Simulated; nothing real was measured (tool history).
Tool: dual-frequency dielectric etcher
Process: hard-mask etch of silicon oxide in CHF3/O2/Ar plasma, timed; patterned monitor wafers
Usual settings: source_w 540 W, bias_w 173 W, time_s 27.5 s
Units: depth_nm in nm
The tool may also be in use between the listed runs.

run	hour	source_w	bias_w	time_s	read-back reference wafer on the same gauge, depth_nm	depth_nm
1	0.0	590	206	27.5	49.1	59.2
2	31.3	590	206	27.5	49.1	59.8
3	52.7	540	206	27.5	49.1	57.8
4	78.3	540	173	27.5	49.1	55.1
5	93.5	540	173	27.5	49.1	56.2
6	109.8	540	173	27.5	49.0	55.6
7	125.0	540	173	27.5	49.0	55.9
8	146.6	540	173	27.5	49.1	55.8
9	168.3	540	173	27.5	49.1	55.9
# hour 216.1: wet clean of the chamber
10	216.6	660	173	24.5	49.2	52.5
# hour 218.5: gauge calibrated
11	236.1	540	173	27.5	49.1	54.1
12	259.4	490	213	21.5	49.1	43.0
13	273.2	490	173	23.0	49.1	44.1
# hour 290.3: source power generator calibrated
# hour 366.3: upper electrode replaced
14	373.6	400	213	30.0	49.1	55.0
15	392.5	660	153	23.0	49.2	48.7
# hour 426.0: bias power generator calibrated
16	466.4	650	158	27.5	49.2	59.0
17	480.6	540	173	27.5	49.1	55.8
18	512.3	540	132	27.5	49.2	53.2
19	543.9	590	206	27.5	49.1	59.8

Forecast each of these 3 alternatives for the next run:
A	544.3	540	173	27.5	?	?
B	544.3	540	199	24.0	?	?
C	544.3	410	173	27.5	?	?

run	read-back reference wafer on the same gauge, depth_nm	depth_nm
A	49.0	55.6
B	49.0	49.9
C	49.0	49.6
Without the tool's hidden state the same runs would have given:
run	depth_nm
A	54.4
B	48.9
C	48.5
